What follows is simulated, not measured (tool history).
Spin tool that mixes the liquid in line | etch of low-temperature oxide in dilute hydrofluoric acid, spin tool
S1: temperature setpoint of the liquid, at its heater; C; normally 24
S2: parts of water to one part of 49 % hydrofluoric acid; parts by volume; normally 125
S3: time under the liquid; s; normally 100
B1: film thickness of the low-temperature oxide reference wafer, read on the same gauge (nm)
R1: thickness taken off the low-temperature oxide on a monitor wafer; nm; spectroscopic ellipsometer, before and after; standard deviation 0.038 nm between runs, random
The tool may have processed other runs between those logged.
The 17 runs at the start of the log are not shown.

run    hour    S1   S2   S3      B1     R1
 18  1032.7  21.5  160  100     130   7.52
 19  1091.8    24  125   40  129.99   4.43
 20  1130.2    20  125  155  129.98  14.59
 21  1197.1  21.5  160  100  130.01   7.54
 22  1241.9    24  125  100     130  10.99
 23  1300.7    24  125   70     130   7.72
 24  1330.7    24  145   80  129.99   7.41
 25  1397.1    24  125  100  130.01  11.14
 26    1603    24  125  100     130  11.16
 27  1634.3    27  100   65     130  10.43
 28  1693.3    24  125  100     130  11.14
 29  1721.5    29   85  130  130.01  27.25
 30  1777.4  26.5  170  100  129.99   8.57
 31  1809.1  25.5   85   80     130  14.64

Forecast each of these 5 alternatives for the next run:
  A  1809.5    24  125  100   ?   ?
  B  1809.5    24  105  160   ?   ?
  C  1809.5    20  105  155   ?   ?
  D  1809.5  19.5  150   60   ?   ?
  E  1809.5    24   80   45   ?   ?

run      B1     R1
  A  129.99  11.13
  B  129.99  21.71
  C  129.99   17.9
  D  129.99   4.53
  E  129.99   8.26
What these runs would have given with no unlogged condition in the tool:
run     R1
  A  10.98
  B  21.42
  C  17.67
  D   4.47
  E   8.16
